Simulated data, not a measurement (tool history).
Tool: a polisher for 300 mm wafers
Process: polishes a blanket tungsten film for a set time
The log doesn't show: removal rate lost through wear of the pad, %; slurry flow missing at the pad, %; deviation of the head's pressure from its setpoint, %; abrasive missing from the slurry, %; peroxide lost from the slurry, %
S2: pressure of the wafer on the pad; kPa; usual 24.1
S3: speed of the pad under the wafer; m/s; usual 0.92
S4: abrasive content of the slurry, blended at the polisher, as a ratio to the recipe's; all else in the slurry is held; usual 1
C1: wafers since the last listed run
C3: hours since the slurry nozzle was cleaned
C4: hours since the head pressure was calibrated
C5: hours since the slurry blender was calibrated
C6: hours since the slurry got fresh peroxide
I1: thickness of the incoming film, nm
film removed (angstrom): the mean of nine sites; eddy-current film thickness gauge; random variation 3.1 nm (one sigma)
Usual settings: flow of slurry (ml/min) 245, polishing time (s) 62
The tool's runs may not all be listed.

{"run": 1, "hour": 0.0, "flow of slurry (ml/min)": 295, "S2": 24.1, "S3": 0.92, "S4": 1, "polishing time (s)": 62, "C1": 0, "wafers polished on this pad": 1019, "C3": 321.4, "C4": 510.1, "C5": 235.8, "C6": 10, "I1": 832.2, "film removed (angstrom)": 2628}
{"hour": 20.1, "done": "worn pad replaced by a new one"}
{"run": 2, "hour": 34.1, "flow of slurry (ml/min)": 295, "S2": 24.1, "S3": 0.92, "S4": 1, "polishing time (s)": 62, "C1": 236, "wafers polished on this pad": 110, "C3": 355.5, "C4": 544.2, "C5": 269.9, "C6": 44.1, "I1": 830, "film removed (angstrom)": 2632}
{"run": 3, "hour": 79.3, "flow of slurry (ml/min)": 245, "S2": 24.1, "S3": 0.92, "S4": 1, "polishing time (s)": 62, "C1": 355, "wafers polished on this pad": 466, "C3": 400.7, "C4": 589.4, "C5": 315.1, "C6": 89.3, "I1": 830.9, "film removed (angstrom)": 2496}
{"run": 4, "hour": 111.0, "flow of slurry (ml/min)": 245, "S2": 24.1, "S3": 0.92, "S4": 1, "polishing time (s)": 62, "C1": 249, "wafers polished on this pad": 715, "C3": 432.4, "C4": 621.1, "C5": 346.8, "C6": 121, "I1": 826, "film removed (angstrom)": 2465}
{"hour": 134.3, "done": "slurry tank refilled with fresh slurry and peroxide"}
{"hour": 140.5, "done": "worn pad replaced by a new one"}
{"run": 5, "hour": 181.8, "flow of slurry (ml/min)": 245, "S2": 24.1, "S3": 0.92, "S4": 1.25, "polishing time (s)": 62, "C1": 517, "wafers polished on this pad": 324, "C3": 503.2, "C4": 691.9, "C5": 417.6, "C6": 47.5, "I1": 833.1, "film removed (angstrom)": 2545}
{"run": 6, "hour": 210.5, "flow of slurry (ml/min)": 245, "S2": 24.1, "S3": 0.92, "S4": 1.25, "polishing time (s)": 62, "C1": 225, "wafers polished on this pad": 550, "C3": 531.9, "C4": 720.6, "C5": 446.3, "C6": 76.2, "I1": 831.3, "film removed (angstrom)": 2499}
{"run": 7, "hour": 242.9, "flow of slurry (ml/min)": 245, "S2": 24.1, "S3": 0.92, "S4": 1.25, "polishing time (s)": 62, "C1": 255, "wafers polished on this pad": 805, "C3": 564.3, "C4": 753, "C5": 478.7, "C6": 108.6, "I1": 815.8, "film removed (angstrom)": 2463}
{"hour": 252.8, "done": "slurry blender recalibrated"}
{"hour": 254.1, "done": "slurry nozzle cleaned"}
{"hour": 265.6, "done": "worn pad replaced by a new one"}
{"run": 8, "hour": 280.7, "flow of slurry (ml/min)": 245, "S2": 24.1, "S3": 0.92, "S4": 1, "polishing time (s)": 62, "C1": 242, "wafers polished on this pad": 118, "C3": 26.6, "C4": 790.8, "C5": 27.9, "C6": 146.4, "I1": 847.3, "film removed (angstrom)": 2727}
{"hour": 284.8, "done": "slurry tank refilled with fresh slurry and peroxide"}
{"run": 9, "hour": 341.1, "flow of slurry (ml/min)": 245, "S2": 24.1, "S3": 0.92, "S4": 1, "polishing time (s)": 62, "C1": 467, "wafers polished on this pad": 586, "C3": 87, "C4": 851.2, "C5": 88.3, "C6": 56.3, "I1": 833.7, "film removed (angstrom)": 2717}
{"run": 10, "hour": 387.5, "flow of slurry (ml/min)": 190, "S2": 24.1, "S3": 0.92, "S4": 1, "polishing time (s)": 62, "C1": 365, "wafers polished on this pad": 951, "C3": 133.4, "C4": 897.6, "C5": 134.7, "C6": 102.7, "I1": 821.7, "film removed (angstrom)": 2621}
{"hour": 407.5, "done": "worn pad replaced by a new one"}
{"hour": 434.7, "done": "slurry tank refilled with fresh slurry and peroxide"}
{"run": 11, "hour": 507.4, "flow of slurry (ml/min)": 245, "S2": 24.1, "S3": 0.92, "S4": 1.3, "polishing time (s)": 62, "C1": 904, "wafers polished on this pad": 778, "C3": 253.3, "C4": 1017.5, "C5": 254.6, "C6": 72.7, "I1": 833.1, "film removed (angstrom)": 2774}
{"hour": 528.9, "done": "worn pad replaced by a new one"}
{"hour": 534.5, "done": "head pressure recalibrated"}
{"run": 12, "hour": 535.0, "flow of slurry (ml/min)": 245, "S2": 24.1, "S3": 0.84, "S4": 1, "polishing time (s)": 83, "C1": 170, "wafers polished on this pad": 31, "C3": 280.9, "C4": 0.5, "C5": 282.2, "C6": 100.3, "I1": 821.9, "film removed (angstrom)": 3087}
{"hour": 558.1, "done": "slurry tank refilled with fresh slurry and peroxide"}
{"run": 13, "hour": 565.2, "flow of slurry (ml/min)": 245, "S2": 24.1, "S3": 0.92, "S4": 1, "polishing time (s)": 62, "C1": 229, "wafers polished on this pad": 261, "C3": 311.1, "C4": 30.7, "C5": 312.4, "C6": 7.1, "I1": 838.9, "film removed (angstrom)": 2538}
{"run": 14, "hour": 597.9, "flow of slurry (ml/min)": 210, "S2": 24.1, "S3": 1.1, "S4": 1, "polishing time (s)": 62, "C1": 257, "wafers polished on this pad": 519, "C3": 343.8, "C4": 63.4, "C5": 345.1, "C6": 39.8, "I1": 834.3, "film removed (angstrom)": 2961}
{"run": 15, "hour": 633.2, "flow of slurry (ml/min)": 245, "S2": 24.1, "S3": 0.92, "S4": 1, "polishing time (s)": 62, "C1": 277, "wafers polished on this pad": 797, "C3": 379.1, "C4": 98.7, "C5": 380.4, "C6": 75.1, "I1": 828.2, "film removed (angstrom)": 2514}
{"run": 16, "hour": 673.5, "flow of slurry (ml/min)": 210, "S2": 20.7, "S3": 0.92, "S4": 0.85, "polishing time (s)": 73, "C1": 317, "wafers polished on this pad": 1114, "C3": 419.4, "C4": 139, "C5": 420.7, "C6": 115.4, "I1": 838.3, "film removed (angstrom)": 2385}

Forecast each of these 5 alternatives for the next run:
{"run": "A", "hour": 673.9, "flow of slurry (ml/min)": 245, "S2": 24.1, "S3": 0.92, "S4": 1, "polishing time (s)": 62, "C1": 3, "wafers polished on this pad": 1117, "C3": 419.8, "C4": 139.4, "C5": 421.1, "C6": 115.8, "I1": 829.8, "film removed (angstrom)": "?"}
{"run": "B", "hour": 673.9, "flow of slurry (ml/min)": 245, "S2": 20, "S3": 1.08, "S4": 1, "polishing time (s)": 62, "C1": 3, "wafers polished on this pad": 1117, "C3": 419.8, "C4": 139.4, "C5": 421.1, "C6": 115.8, "I1": 829.8, "film removed (angstrom)": "?"}
{"run": "C", "hour": 673.9, "flow of slurry (ml/min)": 325, "S2": 20, "S3": 0.92, "S4": 1, "polishing time (s)": 46, "C1": 3, "wafers polished on this pad": 1117, "C3": 419.8, "C4": 139.4, "C5": 421.1, "C6": 115.8, "I1": 829.8, "film removed (angstrom)": "?"}
{"run": "D", "hour": 673.9, "flow of slurry (ml/min)": 280, "S2": 16.5, "S3": 0.92, "S4": 1, "polishing time (s)": 46, "C1": 3, "wafers polished on this pad": 1117, "C3": 419.8, "C4": 139.4, "C5": 421.1, "C6": 115.8, "I1": 829.8, "film removed (angstrom)": "?"}
{"run": "E", "hour": 673.9, "flow of slurry (ml/min)": 245, "S2": 29, "S3": 1.04, "S4": 0.8, "polishing time (s)": 62, "C1": 3, "wafers polished on this pad": 1117, "C3": 419.8, "C4": 139.4, "C5": 421.1, "C6": 115.8, "I1": 829.8, "film removed (angstrom)": "?"}

run=A film_removed_(angstrom)=2410
run=B film_removed_(angstrom)=2424
run=C film_removed_(angstrom)=1576
run=D film_removed_(angstrom)=1337
run=E film_removed_(angstrom)=3019
Without the tool's hidden state the same runs would have given:
run=A film_removed_(angstrom)=2689
run=B film_removed_(angstrom)=2705
run=C film_removed_(angstrom)=1747
run=D film_removed_(angstrom)=1487
run=E film_removed_(angstrom)=3363
